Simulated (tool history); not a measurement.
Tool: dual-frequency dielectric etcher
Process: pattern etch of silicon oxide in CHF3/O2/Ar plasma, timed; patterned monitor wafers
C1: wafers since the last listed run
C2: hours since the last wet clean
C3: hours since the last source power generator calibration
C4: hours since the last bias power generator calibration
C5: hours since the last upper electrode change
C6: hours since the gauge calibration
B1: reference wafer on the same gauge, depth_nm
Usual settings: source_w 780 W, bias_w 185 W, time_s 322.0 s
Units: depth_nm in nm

Run 1, hour 0.0: usual settings but source_w 850 W; C1 0; C2 303.3; C3 3551.8; C4 1447.2; C5 4121.8; C6 395.0; B1 753.0. Result: depth_nm 680.6 nm.
Run 2, hour 29.0: usual settings; C1 106; C2 332.3; C3 3580.8; C4 1476.2; C5 4150.8; C6 424.0; B1 753.1. Result: depth_nm 651.1 nm.
Run 3, hour 51.2: usual settings; C1 81; C2 354.5; C3 3603.0; C4 1498.4; C5 4173.0; C6 446.2; B1 753.1. Result: depth_nm 650.2 nm.
Run 4, hour 63.4: usual settings; C1 44; C2 366.7; C3 3615.2; C4 1510.6; C5 4185.2; C6 458.4; B1 752.9. Result: depth_nm 648.6 nm.
At hour 65.0: gauge calibrated.
At hour 95.2: wet clean of the chamber.
Run 5, hour 95.7: usual settings; C1 30; C2 0.5; C3 3647.5; C4 1542.9; C5 4217.5; C6 30.7; B1 753.0. Result: depth_nm 660.8 nm.
Run 6, hour 118.4: usual settings; C1 83; C2 23.2; C3 3670.2; C4 1565.6; C5 4240.2; C6 53.4; B1 752.9. Result: depth_nm 662.4 nm.
Run 7, hour 132.0: usual settings but source_w 930 W, bias_w 197 W; C1 49; C2 36.8; C3 3683.8; C4 1579.2; C5 4253.8; C6 67.0; B1 752.9. Result: depth_nm 737.9 nm.
Run 8, hour 146.9: usual settings but time_s 245.5 s; C1 54; C2 51.7; C3 3698.7; C4 1594.1; C5 4268.7; C6 81.9; B1 753.1. Result: depth_nm 503.2 nm.
Run 9, hour 167.3: usual settings but time_s 245.5 s; C1 74; C2 72.1; C3 3719.1; C4 1614.5; C5 4289.1; C6 102.3; B1 753.2. Result: depth_nm 502.4 nm.
At hour 208.8: upper electrode replaced.
At hour 210.5: bias power generator calibrated.
Run 10, hour 211.0: usual settings; C1 65; C2 115.8; C3 3762.8; C4 0.5; C5 2.2; C6 146.0; B1 752.7. Result: depth_nm 648.5 nm.
Run 11, hour 212.9: usual settings; C1 6; C2 117.7; C3 3764.7; C4 2.4; C5 4.1; C6 147.9; B1 752.8. Result: depth_nm 648.0 nm.
Run 12, hour 244.2: usual settings; C1 114; C2 149.0; C3 3796.0; C4 33.7; C5 35.4; C6 179.2; B1 753.0. Result: depth_nm 647.7 nm.
Run 13, hour 267.7: usual settings; C1 86; C2 172.5; C3 3819.5; C4 57.2; C5 58.9; C6 202.7; B1 752.7. Result: depth_nm 647.4 nm.
At hour 273.6: source power generator calibrated.
Run 14, hour 289.2: usual settings but source_w 640 W, time_s 271.0 s; C1 64; C2 194.0; C3 15.6; C4 78.7; C5 80.4; C6 224.2; B1 752.8. Result: depth_nm 492.7 nm.
Run 15, hour 320.2: usual settings; C1 113; C2 225.0; C3 46.6; C4 109.7; C5 111.4; C6 255.2; B1 753.0. Result: depth_nm 646.2 nm.
Run 16, hour 345.6: usual settings; C1 93; C2 250.4; C3 72.0; C4 135.1; C5 136.8; C6 280.6; B1 753.0. Result: depth_nm 643.6 nm.
Run 17, hour 371.5: usual settings but bias_w 213 W; C1 94; C2 276.3; C3 97.9; C4 161.0; C5 162.7; C6 306.5; B1 753.0. Result: depth_nm 684.1 nm.
Run 18, hour 405.7: usual settings but source_w 590 W, bias_w 201 W, time_s 348.0 s; C1 125; C2 310.5; C3 132.1; C4 195.2; C5 196.9; C6 340.7; B1 752.9. Result: depth_nm 627.0 nm.
Run 19, hour 421.7: usual settings; C1 58; C2 326.5; C3 148.1; C4 211.2; C5 212.9; C6 356.7; B1 752.8. Result: depth_nm 642.0 nm.
At hour 483.7: wet clean of the chamber.
Run 20, hour 484.2: usual settings but source_w 830 W, bias_w 167 W, time_s 353.5 s; C1 141; C2 0.5; C3 210.6; C4 273.7; C5 275.4; C6 419.2; B1 752.9. Result: depth_nm 711.2 nm.
At hour 485.4: gauge calibrated.
Run 21, hour 494.5: usual settings but time_s 251.0 s; C1 37; C2 10.8; C3 220.9; C4 284.0; C5 285.7; C6 9.1; B1 753.0. Result: depth_nm 510.9 nm.
Run 22, hour 528.3: usual settings but bias_w 217 W, time_s 296.0 s; C1 123; C2 44.6; C3 254.7; C4 317.8; C5 319.5; C6 42.9; B1 753.0. Result: depth_nm 641.4 nm.
Run 23, hour 555.0: usual settings but source_w 710 W, bias_w 159 W; C1 97; C2 71.3; C3 281.4; C4 344.5; C5 346.2; C6 69.6; B1 753.3. Result: depth_nm 587.0 nm.
Run 24, hour 587.9: usual settings but bias_w 153 W, time_s 384.5 s; C1 120; C2 104.2; C3 314.3; C4 377.4; C5 379.1; C6 102.5; B1 752.9. Result: depth_nm 721.6 nm.
Run 25, hour 604.3: usual settings; C1 60; C2 120.6; C3 330.7; C4 393.8; C5 395.5; C6 118.9; B1 753.1. Result: depth_nm 652.8 nm.
Run 26, hour 617.6: usual settings but source_w 840 W; C1 48; C2 133.9; C3 344.0; C4 407.1; C5 408.8; C6 132.2; B1 752.8. Result: depth_nm 676.9 nm.
Run 27, hour 634.6: usual settings but source_w 690 W, bias_w 205 W; C1 62; C2 150.9; C3 361.0; C4 424.1; C5 425.8; C6 149.2; B1 753.1. Result: depth_nm 640.9 nm.

What the log doesn't show, run by run:
source power that arrives over what is set, %: 0 in every run
gauge reads high (%): 0 in every run
H1: etch rate over this chamber's usual, %
H2: bias power that arrives over what is set, %
run       H1       H2
  1    -1.45     3.39
  2    -1.59     3.48
  3    -1.71     3.54
  4    -1.77     3.58
  5  -0.0547     3.67
  6    -0.17     3.73
  7   -0.239     3.77
  8   -0.315     3.82
  9   -0.418     3.88
 10    -0.64  -0.0886
 11   -0.649  -0.0831
 12   -0.808  0.00758
 13   -0.927   0.0757
 14    -1.04    0.138
 15    -1.19    0.228
 16    -1.32    0.301
 17    -1.45    0.376
 18    -1.63    0.476
 19    -1.71    0.522
 20    0.175    0.703
 21    0.122    0.733
 22  -0.0491    0.831
 23   -0.185    0.908
 24   -0.351        1
 25   -0.435     1.05
 26   -0.502     1.09
 27   -0.588     1.14
